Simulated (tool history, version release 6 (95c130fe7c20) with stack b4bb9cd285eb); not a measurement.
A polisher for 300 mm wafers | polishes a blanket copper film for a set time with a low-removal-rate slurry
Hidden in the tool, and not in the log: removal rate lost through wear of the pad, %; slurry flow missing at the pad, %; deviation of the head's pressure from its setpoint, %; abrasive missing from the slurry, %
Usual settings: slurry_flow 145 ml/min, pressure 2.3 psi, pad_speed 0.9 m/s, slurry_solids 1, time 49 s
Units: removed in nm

run	day	slurry_flow	pressure	pad_speed	slurry_solids	time	wafers since the last listed run	wafers polished on this pad	hours since the slurry nozzle was cleaned	hours since the head pressure was calibrated	hours since the slurry blender was calibrated	incoming thickness of the incoming film, nm	removed
1	0	145	2.3	0.9	1	49	0	3264	361.2	1573.1	311.6	769.9	108.1
# day 0.383: head pressure recalibrated
2	2.583	145	2.3	0.9	1	49	942	4206	423.2	52.8	373.6	791.7	106.6
# day 4.688: slurry blender recalibrated
# day 5.488: slurry nozzle cleaned
3	5.533	145	2.3	0.9	1	49	1065	5271	1.1	123.6	20.3	775.6	108.9
# day 7.85: worn pad replaced by a new one
4	7.988	145	2.3	0.9	1	49	862	51	60	182.5	79.2	786	108.2
5	9.067	145	2.3	0.9	1	49	406	458	85.9	208.4	105.1	795.7	107.6
6	10.371	145	2.3	0.9	1	49	491	950	117.2	239.7	136.4	778.2	108
7	11.429	145	2.3	0.9	1	49	399	1349	142.6	265.1	161.8	775	108.1
8	12.867	145	2.3	1.14	1	60	542	1891	177.1	299.6	196.3	782.8	156.2
9	14.388	170	2.3	0.9	0.9	35	573	2464	213.6	336.1	232.8	763.3	77.3
10	16.529	130	2.3	1.08	1	49	807	3271	265	387.5	284.2	777	119.9
11	17.533	145	2.3	1.06	1.25	44	378	3650	289.1	411.6	308.3	776.3	113.6
12	18.688	145	2.3	1.12	1	49	435	4085	316.8	439.3	336	768.6	126.5
13	21.183	145	2.3	0.9	1	49	941	5026	376.7	499.2	395.9	785.8	107.1
# day 21.792: slurry nozzle cleaned
14	22.962	145	2.3	0.9	1	43	655	5681	28.1	541.9	438.6	777.7	95.1
# day 24.362: slurry blender recalibrated
15	26.812	145	2.3	0.9	1	49	1420	7102	120.5	634.3	58.8	786.4	109.3
# day 27.479: worn pad replaced by a new one
16	28.879	145	2	0.9	1.1	49	716	527	170.1	683.9	108.4	771.3	95.7
17	30.35	145	2.3	0.9	1	49	554	1081	205.4	719.2	143.7	785.9	108.1
18	32.417	145	2.3	0.9	1	49	779	1860	255	768.8	193.3	778	107.8

Forecast run 19:
19	35.171	145	3	0.9	0.7	43	1038	2899	321.1	834.9	259.4	782	?

{"run 19": {"removed": 114.4}}
Without the tool's hidden state the same run would have given removed 114.4 nm.
